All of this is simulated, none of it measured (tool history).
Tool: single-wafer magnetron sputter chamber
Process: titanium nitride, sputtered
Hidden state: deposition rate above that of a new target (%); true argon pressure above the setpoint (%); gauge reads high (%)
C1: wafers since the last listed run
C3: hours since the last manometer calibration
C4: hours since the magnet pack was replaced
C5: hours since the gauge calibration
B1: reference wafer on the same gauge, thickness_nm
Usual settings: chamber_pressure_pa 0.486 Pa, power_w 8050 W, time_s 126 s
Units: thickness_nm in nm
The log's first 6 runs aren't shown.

Run 7, hour 76.3: usual settings; C1 135; wafers on the sputter target 7872; C3 1923.5; C4 5510.8; C5 165.8; B1 176.639. Result: thickness_nm 156.009 nm.
Run 8, hour 87.3: usual settings but time_s 118 s; C1 117; wafers on the sputter target 7989; C3 1934.5; C4 5521.8; C5 176.8; B1 177.070. Result: thickness_nm 146.383 nm.
Run 9, hour 95.0: usual settings but time_s 118 s; C1 82; wafers on the sputter target 8072; C3 1942.2; C4 5529.5; C5 184.5; B1 176.886. Result: thickness_nm 145.672 nm.
Run 10, hour 103.7: usual settings but time_s 118 s; C1 92; wafers on the sputter target 8165; C3 1950.9; C4 5538.2; C5 193.2; B1 177.172. Result: thickness_nm 146.371 nm.
At hour 105.5: gauge calibrated.
Run 11, hour 117.0: usual settings but power_w 8900 W; C1 142; wafers on the sputter target 8307; C3 1964.2; C4 5551.5; C5 11.5; B1 177.169. Result: thickness_nm 168.388 nm.
Run 12, hour 125.4: usual settings but chamber_pressure_pa 0.602 Pa, time_s 142 s; C1 89; wafers on the sputter target 8397; C3 1972.6; C4 5559.9; C5 19.9; B1 176.868. Result: thickness_nm 169.057 nm.
Run 13, hour 142.7: usual settings but chamber_pressure_pa 0.602 Pa, time_s 142 s; C1 184; wafers on the sputter target 8582; C3 1989.9; C4 5577.2; C5 37.2; B1 176.976. Result: thickness_nm 168.961 nm.
Run 14, hour 155.5: usual settings but power_w 8750 W; C1 136; wafers on the sputter target 8719; C3 2002.7; C4 5590.0; C5 50.0; B1 177.332. Result: thickness_nm 164.285 nm.
Run 15, hour 163.9: usual settings but power_w 8750 W; C1 89; wafers on the sputter target 8808; C3 2011.1; C4 5598.4; C5 58.4; B1 176.936. Result: thickness_nm 163.071 nm.
Run 16, hour 172.8: usual settings; C1 95; wafers on the sputter target 8903; C3 2020.0; C4 5607.3; C5 67.3; B1 177.297. Result: thickness_nm 153.622 nm.
Run 17, hour 178.8: usual settings but chamber_pressure_pa 0.529 Pa, time_s 114 s; C1 64; wafers on the sputter target 8968; C3 2026.0; C4 5613.3; C5 73.3; B1 177.241. Result: thickness_nm 136.728 nm.

Forecast run 18:
At hour 195.9: sputter target and shields replaced.
At hour 196.8: magnet pack replaced.
Run 18, hour 197.3: usual settings; C1 101; wafers on the sputter target 4; C3 2044.5; C4 0.5; C5 91.8; B1 ?. Result: thickness_nm ?.

Run 18 gave B1 177.516, thickness_nm 177.756 nm.
Without the tool's hidden state the same run would have given thickness_nm 179.408 nm.

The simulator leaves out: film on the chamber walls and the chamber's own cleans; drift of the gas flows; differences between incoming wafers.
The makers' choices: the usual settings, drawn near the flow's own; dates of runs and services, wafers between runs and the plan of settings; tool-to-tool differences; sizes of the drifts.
